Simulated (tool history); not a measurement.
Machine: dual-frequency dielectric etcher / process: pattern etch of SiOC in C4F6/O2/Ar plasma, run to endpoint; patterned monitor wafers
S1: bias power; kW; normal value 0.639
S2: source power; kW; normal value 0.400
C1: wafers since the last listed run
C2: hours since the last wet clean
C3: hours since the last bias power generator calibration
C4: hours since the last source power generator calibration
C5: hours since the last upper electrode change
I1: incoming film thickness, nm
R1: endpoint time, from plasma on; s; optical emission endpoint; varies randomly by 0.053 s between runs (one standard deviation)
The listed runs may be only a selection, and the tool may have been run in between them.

| run | hour | S1 | S2 | C1 | C2 | C3 | C4 | C5 | I1 | R1 |
|---|---|---|---|---|---|---|---|---|---|---|
| 1 | 0.0 | 0.639 | 0.340 | 0 | 486.3 | 4595.5 | 3606.8 | 5932.8 | 35.91 | 10.1 |
| 2 | 23.7 | 0.639 | 0.340 | 321 | 510.0 | 4619.2 | 3630.5 | 5956.5 | 36.43 | 10.4 |
| 3 | 38.5 | 0.639 | 0.340 | 201 | 524.8 | 4634.0 | 3645.3 | 5971.3 | 36.09 | 10.3 |
| 4 | 68.0 | 0.639 | 0.430 | 400 | 554.3 | 4663.5 | 3674.8 | 6000.8 | 36.38 | 9.5 |
| 5 | 97.0 | 0.639 | 0.430 | 393 | 583.3 | 4692.5 | 3703.8 | 6029.8 | 36.38 | 9.4 |
| 6 | 119.5 | 0.606 | 0.400 | 305 | 605.8 | 4715.0 | 3726.3 | 6052.3 | 36.12 | 9.9 |
| 7 | 141.5 | 0.606 | 0.400 | 298 | 627.8 | 4737.0 | 3748.3 | 6074.3 | 36.97 | 10.1 |
|  | 171.2 | wet clean of the chamber |
| 8 | 171.7 | 0.639 | 0.400 | 84 | 0.5 | 4767.2 | 3778.5 | 6104.5 | 36.17 | 10.1 |
| 9 | 224.3 | 0.639 | 0.320 | 714 | 53.1 | 4819.8 | 3831.1 | 6157.1 | 36.32 | 10.9 |
| 10 | 249.5 | 0.639 | 0.320 | 342 | 78.3 | 4845.0 | 3856.3 | 6182.3 | 36.17 | 10.8 |
| 11 | 269.5 | 0.639 | 0.320 | 271 | 98.3 | 4865.0 | 3876.3 | 6202.3 | 36.73 | 11.0 |
| 12 | 290.7 | 0.562 | 0.400 | 287 | 119.5 | 4886.2 | 3897.5 | 6223.5 | 36.02 | 10.6 |
| 13 | 314.3 | 0.639 | 0.400 | 320 | 143.1 | 4909.8 | 3921.1 | 6247.1 | 36.23 | 10.1 |
| 14 | 329.6 | 0.639 | 0.460 | 207 | 158.4 | 4925.1 | 3936.4 | 6262.4 | 36.31 | 9.6 |
|  | 378.8 | upper electrode replaced |
| 15 | 379.3 | 0.732 | 0.330 | 349 | 208.1 | 4974.8 | 3986.1 | 0.5 | 36.62 | 10.0 |
| 16 | 384.1 | 0.562 | 0.400 | 65 | 212.9 | 4979.6 | 3990.9 | 5.3 | 36.32 | 10.6 |
|  | 389.9 | bias power generator calibrated |
| 17 | 403.8 | 0.712 | 0.310 | 213 | 232.6 | 13.9 | 4010.6 | 25.0 | 35.88 | 10.2 |
| 18 | 431.1 | 0.585 | 0.480 | 370 | 259.9 | 41.2 | 4037.9 | 52.3 | 35.96 | 9.7 |
|  | 447.4 | source power generator calibrated |
| 19 | 463.1 | 0.550 | 0.400 | 380 | 291.9 | 73.2 | 15.7 | 84.3 | 36.13 | 10.6 |
| 20 | 479.5 | 0.639 | 0.360 | 222 | 308.3 | 89.6 | 32.1 | 100.7 | 36.43 | 10.3 |
| 21 | 506.7 | 0.771 | 0.400 | 369 | 335.5 | 116.8 | 59.3 | 127.9 | 35.67 | 8.8 |
| 22 | 534.8 | 0.775 | 0.470 | 381 | 363.6 | 144.9 | 87.4 | 156.0 | 36.23 | 8.5 |
| 23 | 568.1 | 0.727 | 0.310 | 452 | 396.9 | 178.2 | 120.7 | 189.3 | 36.60 | 10.2 |

Each row is a separate what-if for the run after 23, all from the same tool condition, not one after another. Results?
| A | 568.5 | 0.639 | 0.300 | 5 | 397.3 | 178.6 | 121.1 | 189.7 | 36.93 | ? |
| B | 568.5 | 0.747 | 0.490 | 5 | 397.3 | 178.6 | 121.1 | 189.7 | 36.93 | ? |
| C | 568.5 | 0.564 | 0.490 | 5 | 397.3 | 178.6 | 121.1 | 189.7 | 36.93 | ? |

| run | R1 |
|---|---|
| A | 11.0 |
| B | 8.6 |
| C | 9.9 |
Stripped of hidden state, with their random variation kept, the same runs would have yielded:
| run | R1 |
|---|---|
| A | 11.4 |
| B | 8.9 |
| C | 10.2 |
